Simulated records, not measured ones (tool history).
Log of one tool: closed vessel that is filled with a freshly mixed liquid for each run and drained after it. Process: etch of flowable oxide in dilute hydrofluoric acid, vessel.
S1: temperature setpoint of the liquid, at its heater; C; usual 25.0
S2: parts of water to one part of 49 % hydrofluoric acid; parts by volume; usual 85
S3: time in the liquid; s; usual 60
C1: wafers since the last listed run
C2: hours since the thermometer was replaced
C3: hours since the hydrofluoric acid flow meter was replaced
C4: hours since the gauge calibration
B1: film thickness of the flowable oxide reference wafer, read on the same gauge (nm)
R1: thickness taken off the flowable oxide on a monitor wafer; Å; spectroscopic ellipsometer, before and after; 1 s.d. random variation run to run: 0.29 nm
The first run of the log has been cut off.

run    hour    S1   S2  S3     C1      C2      C3      C4      B1     R1
  2    51.1  27.5   95  60   5727  1903.9  1962.1  1493.2  139.98  311.3
  3   141.6  27.5   95  60  10144  1994.4  2052.6  1583.7  139.99  311.8
      199.8  -- hydrofluoric acid flow meter replaced
  4   200.3  27.5   95  60   6467  2053.1     0.5  1642.4  139.99  314.7
  5   269.4  25.0   85  60   7745  2122.2    69.6  1711.5  139.94  322.0
  6   329.5  25.0   85  60   6736  2182.3   129.7  1771.6  140.00  324.9
  7   398.9  28.5   85  60   7778  2251.7   199.1  1841.0  140.00  366.9
  8   443.3  28.5   85  60   4976  2296.1   243.5  1885.4  139.97  363.2
  9   484.3  28.5   85  60   4595  2337.1   284.5  1926.4  140.07  370.7
 10   520.8  25.0   85  60   4091  2373.6   321.0  1962.9  140.02  319.0
 11   613.3  20.5   75  85  10368  2466.1   413.5  2055.4  139.97  429.2
 12   649.7  29.0   85  80   4080  2502.5   449.9  2091.8  140.01  502.4
 13   748.3  25.0   85  60  11052  2601.1   548.5  2190.4  140.00  324.2
 14   847.2  23.5  125  35  11085  2700.0   647.4  2289.3  140.00  113.4
 15   884.6  28.0   85  75   4192  2737.4   684.8  2326.7  140.01  451.6
 16   924.9  29.0   50  50   4517  2777.7   725.1  2367.0  140.03  570.8
 17   968.5  26.5  100  30   4887  2821.3   768.7  2410.6  140.01  141.2
 18  1048.7  27.5   95  60   8989  2901.5   848.9  2490.8  140.01  311.8
     1137.3  -- thermometer replaced
 19  1144.5  23.0   50  40  10626     7.2   944.7  2586.6  139.99  354.7
 20  1184.7  28.0  120  60   4505    47.4   984.9  2626.8  140.00  244.9

The next listed run, before its measurement:
 21  1277.7  25.0  85  70  10424  140.4  1077.9  2719.8   ?   ?

Run 21 produced B1 140.00, R1 369.7 Å.
The same run, on a tool lacking any hidden state, would have yielded R1 369.7 Å.
